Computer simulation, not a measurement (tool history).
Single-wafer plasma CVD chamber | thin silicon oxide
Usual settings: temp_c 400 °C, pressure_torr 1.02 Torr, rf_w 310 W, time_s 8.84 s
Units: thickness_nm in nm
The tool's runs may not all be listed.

run   hour  temp_c  pressure_torr  rf_w  time_s  wafers since the last listed run  hours since the last thermocouple change  hours since the last RF generator calibration  hours since the last manometer calibration  hours since the showerhead was replaced  hours since the gauge calibration  read-back reference wafer on the same gauge, thickness_nm  thickness_nm
  1      0     400           1.02   360    8.84                                 0                                    1286.6                                         1490.5                                      1667.4                                   7547.4                              382.9                                                     23.493        19.783
  2   22.9     400           1.02   360    8.84                               604                                    1309.5                                         1513.4                                      1690.3                                   7570.3                              405.8                                                     23.494        19.801
  3   37.3     400           1.02   360    8.84                               380                                    1323.9                                         1527.8                                      1704.7                                   7584.7                              420.2                                                     23.493        19.861
  4   55.9     400           1.02   310    8.84                               491                                    1342.5                                         1546.4                                      1723.3                                   7603.3                              438.8                                                     23.501        18.252
  5   68.2     400           1.02   310    8.84                               324                                    1354.8                                         1558.7                                      1735.6                                   7615.6                              451.1                                                     23.505        18.295
  6  100.6     400           1.02   310    8.84                               855                                    1387.2                                         1591.1                                        1768                                     7648                              483.5                                                     23.495        18.262
  7  114.2     400           1.02   310    8.84                               359                                    1400.8                                         1604.7                                      1781.6                                   7661.6                              497.1                                                     23.495        18.156
  8  148.2     389           1.02   310    8.84                               898                                    1434.8                                         1638.7                                      1815.6                                   7695.6                              531.1                                                     23.474         18.28
  9  166.1     389           1.02   310    8.84                               472                                    1452.7                                         1656.6                                      1833.5                                   7713.5                                549                                                     23.496        18.451
     169.8  -- gauge calibrated
 10  205.7     400           1.02   310    8.84                              1045                                    1492.3                                         1696.2                                      1873.1                                   7753.1                               35.9                                                     23.514        18.327
       218  -- thermocouple changed; heater temperature recalibrated
 11  234.6     400           1.02   310    8.84                               552                                      16.6                                         1725.1                                        1902                                     7782                               64.8                                                     23.506          18.2
     249.6  -- showerhead replaced
     260.6  -- RF generator calibrated
 12  270.4     400           1.02   310    8.84                               522                                      52.4                                            9.8                                      1937.8                                     20.8                              100.6                                                     23.499        18.098
 13  291.3     411           1.02   350    8.84                               552                                      73.3                                           30.7                                      1958.7                                     41.7                              121.5                                                     23.507         19.28
 14  325.7     400           1.02   310    9.71                               908                                     107.7                                           65.1                                      1993.1                                     76.1                              155.9                                                     23.491        20.071
 15  344.9     389           1.22   365    8.84                               507                                     126.9                                           84.3                                      2012.3                                     95.3                              175.1                                                     23.509        24.129
 16  367.8     387           1.02   330   10.11                               604                                     149.8                                          107.2                                      2035.2                                    118.2                                198                                                     23.496        21.807
 17  386.1     400           1.02   355    9.55                               483                                     168.1                                          125.5                                      2053.5                                    136.5                              216.3                                                     23.487        21.109
       405  -- capacitance manometer re-zeroed and calibrated
 18  410.2     408           1.02   310    9.56                               425                                     192.2                                          149.6                                         5.2                                    160.6                              240.4                                                      23.48        21.895
 19    432     400           1.02   310    8.84                               575                                       214                                          171.4                                          27                                    182.4                              262.2                                                     23.495        20.213
 20  456.5     410           1.23   365    8.25                               647                                     238.5                                          195.9                                        51.5                                    206.9                              286.7                                                     23.496        23.878
 21    475     400           0.88   310    8.84                               488                                       257                                          214.4                                          70                                    225.4                              305.2                                                     23.492        16.852
 22  508.7     400           1.02   310    8.84                               890                                     290.7                                          248.1                                       103.7                                    259.1                              338.9                                                     23.503        20.056
 23  537.3     400           1.02   310    8.84                               755                                     319.3                                          276.7                                       132.3                                    287.7                              367.5                                                     23.505        19.969

What the log doesn't show, run by run:
wafer temperature above the value expected at the setpoint (K): 0 in every run
delivered RF power above the setpoint (%): 0 in every run
gauge reads high (%): 0 in every run
H1: true pressure above the setpoint (%)
run      H1
  1   -8.83
  2   -8.86
  3   -8.87
  4   -8.89
  5   -8.91
  6   -8.94
  7   -8.95
  8   -8.98
  9      -9
 10   -9.03
 11   -9.06
 12   -9.09
 13    -9.1
 14   -9.13
 15   -9.14
 16   -9.16
 17   -9.17
 18  -0.151
 19  -0.404
 20   -0.68
 21  -0.882
 22   -1.24
 23   -1.52

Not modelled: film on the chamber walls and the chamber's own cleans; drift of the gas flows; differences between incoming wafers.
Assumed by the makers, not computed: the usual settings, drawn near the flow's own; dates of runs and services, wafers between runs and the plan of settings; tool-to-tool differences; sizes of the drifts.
